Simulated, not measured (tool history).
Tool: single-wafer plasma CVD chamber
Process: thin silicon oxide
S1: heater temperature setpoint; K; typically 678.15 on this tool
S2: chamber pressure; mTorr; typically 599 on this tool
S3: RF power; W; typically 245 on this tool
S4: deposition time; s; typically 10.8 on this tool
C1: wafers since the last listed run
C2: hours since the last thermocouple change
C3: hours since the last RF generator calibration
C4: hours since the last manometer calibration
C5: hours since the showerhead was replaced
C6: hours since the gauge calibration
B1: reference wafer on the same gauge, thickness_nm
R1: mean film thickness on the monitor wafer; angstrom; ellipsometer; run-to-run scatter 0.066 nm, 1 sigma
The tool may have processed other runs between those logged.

Run 1, hour 0: usual settings; C1 0; C2 1938.2; C3 54; C4 2011.8; C5 3430.2; C6 1736.9; B1 10.593. Result: R1 128.04 angstrom.
Run 2, hour 54.7: usual settings but S1 669.15 K; C1 1857; C2 1992.9; C3 108.7; C4 2066.5; C5 3484.9; C6 1791.6; B1 10.612. Result: R1 126.57 angstrom.
Run 3, hour 85: usual settings but S1 669.15 K; C1 1028; C2 2023.2; C3 139; C4 2096.8; C5 3515.2; C6 1821.9; B1 10.601. Result: R1 127.53 angstrom.
Run 4, hour 142.4: usual settings but S1 669.15 K; C1 1948; C2 2080.6; C3 196.4; C4 2154.2; C5 3572.6; C6 1879.3; B1 10.625. Result: R1 125.46 angstrom.
Run 5, hour 212.4: usual settings but S2 505 mTorr, S3 220 W; C1 2376; C2 2150.6; C3 266.4; C4 2224.2; C5 3642.6; C6 1949.3; B1 10.609. Result: R1 96.08 angstrom.
At hour 228: showerhead replaced.
Run 6, hour 268.6: usual settings; C1 1636; C2 2206.8; C3 322.6; C4 2280.4; C5 40.6; C6 2005.5; B1 10.584. Result: R1 123.55 angstrom.
Run 7, hour 297: usual settings; C1 964; C2 2235.2; C3 351; C4 2308.8; C5 69; C6 2033.9; B1 10.629. Result: R1 123.42 angstrom.
At hour 306.1: capacitance manometer re-zeroed and calibrated.
Run 8, hour 343.7: usual settings but S1 673.15 K; C1 1313; C2 2281.9; C3 397.7; C4 37.6; C5 115.7; C6 2080.6; B1 10.581. Result: R1 122.64 angstrom.
Run 9, hour 378.9: usual settings but S3 200 W, S4 11.6 s; C1 1195; C2 2317.1; C3 432.9; C4 72.8; C5 150.9; C6 2115.8; B1 10.575. Result: R1 113.07 angstrom.
Run 10, hour 427.9: usual settings but S1 664.15 K; C1 1663; C2 2366.1; C3 481.9; C4 121.8; C5 199.9; C6 2164.8; B1 10.594. Result: R1 122.19 angstrom.
Run 11, hour 455.1: usual settings; C1 923; C2 2393.3; C3 509.1; C4 149; C5 227.1; C6 2192; B1 10.613. Result: R1 121.82 angstrom.
At hour 469.6: thermocouple changed; heater temperature recalibrated.
Run 12, hour 513.6: usual settings but S2 708 mTorr, S4 11.4 s; C1 1714; C2 44; C3 567.6; C4 207.5; C5 285.6; C6 2250.5; B1 10.601. Result: R1 151.53 angstrom.
Run 13, hour 584.6: usual settings but S1 684.15 K, S2 671 mTorr, S4 9.7 s; C1 2410; C2 115; C3 638.6; C4 278.5; C5 356.6; C6 2321.5; B1 10.592. Result: R1 122.3 angstrom.
Run 14, hour 644.6: usual settings but S1 664.15 K; C1 2037; C2 175; C3 698.6; C4 338.5; C5 416.6; C6 2381.5; B1 10.592. Result: R1 124.1 angstrom.
At hour 672.6: gauge calibrated.
Run 15, hour 677.4: usual settings but S2 460 mTorr, S3 230 W, S4 12.5 s; C1 1113; C2 207.8; C3 731.4; C4 371.3; C5 449.4; C6 4.8; B1 10.58. Result: R1 103.1 angstrom.
Run 16, hour 747.6: usual settings but S3 280 W; C1 2383; C2 278; C3 801.6; C4 441.5; C5 519.6; C6 75; B1 10.614. Result: R1 132.31 angstrom.
At hour 793: RF generator calibrated.
Run 17, hour 815.3: usual settings; C1 2026; C2 345.7; C3 22.3; C4 509.2; C5 587.3; C6 142.7; B1 10.601. Result: R1 126.27 angstrom.
Run 18, hour 847.2: usual settings but S1 683.15 K, S3 275 W, S4 9.6 s; C1 1083; C2 377.6; C3 54.2; C4 541.1; C5 619.2; C6 174.6; B1 10.623. Result: R1 119.9 angstrom.
Run 19, hour 880.1: usual settings but S1 674.15 K, S2 669 mTorr; C1 1117; C2 410.5; C3 87.1; C4 574; C5 652.1; C6 207.5; B1 10.601. Result: R1 140.71 angstrom.
Run 20, hour 926.5: usual settings but S4 10.2 s; C1 1575; C2 456.9; C3 133.5; C4 620.4; C5 698.5; C6 253.9; B1 10.574. Result: R1 118.24 angstrom.
Run 21, hour 967.4: usual settings but S1 664.15 K; C1 1388; C2 497.8; C3 174.4; C4 661.3; C5 739.4; C6 294.8; B1 10.59. Result: R1 124.89 angstrom.
Run 22, hour 1010: usual settings; C1 1446; C2 540.4; C3 217; C4 703.9; C5 782; C6 337.4; B1 10.585. Result: R1 125.27 angstrom.
Run 23, hour 1066.4: usual settings but S1 692.15 K, S2 707 mTorr; C1 1914; C2 596.8; C3 273.4; C4 760.3; C5 838.4; C6 393.8; B1 10.605. Result: R1 144.14 angstrom.
Run 24, hour 1093.2: usual settings; C1 909; C2 623.6; C3 300.2; C4 787.1; C5 865.2; C6 420.6; B1 10.591. Result: R1 123.51 angstrom.
Run 25, hour 1146.6: usual settings; C1 1813; C2 677; C3 353.6; C4 840.5; C5 918.6; C6 474; B1 10.594. Result: R1 122.64 angstrom.
Run 26, hour 1199.4: usual settings; C1 1792; C2 729.8; C3 406.4; C4 893.3; C5 971.4; C6 526.8; B1 10.588. Result: R1 122.26 angstrom.
Run 27, hour 1237.7: usual settings but S3 290 W; C1 1300; C2 768.1; C3 444.7; C4 931.6; C5 1009.7; C6 565.1; B1 10.586. Result: R1 135.08 angstrom.
Run 28, hour 1266.5: usual settings but S2 731 mTorr, S3 290 W; C1 977; C2 796.9; C3 473.5; C4 960.4; C5 1038.5; C6 593.9; B1 10.602. Result: R1 164.58 angstrom.

Predict each of these 4 candidate next runs independently; none follows another, all start after run 28:
Run A, hour 1266.9: usual settings; C1 13; C2 797.3; C3 473.9; C4 960.8; C5 1038.9; C6 594.3; B1 ?. Result: R1 ?.
Run B, hour 1266.9: usual settings but S1 688.15 K, S2 470 mTorr; C1 13; C2 797.3; C3 473.9; C4 960.8; C5 1038.9; C6 594.3; B1 ?. Result: R1 ?.
Run C, hour 1266.9: usual settings but S1 665.15 K, S3 285 W, S4 11.9 s; C1 13; C2 797.3; C3 473.9; C4 960.8; C5 1038.9; C6 594.3; B1 ?. Result: R1 ?.
Run D, hour 1266.9: usual settings but S2 526 mTorr, S3 275 W, S4 11.7 s; C1 13; C2 797.3; C3 473.9; C4 960.8; C5 1038.9; C6 594.3; B1 ?. Result: R1 ?.

run      B1      R1
  A  10.605  121.49
  B  10.605   94.15
  C  10.605  148.22
  D  10.605  123.83
With no hidden state in the tool, these same runs would have given:
run      R1
  A  128.21
  B   99.37
  C  155.67
  D  130.19
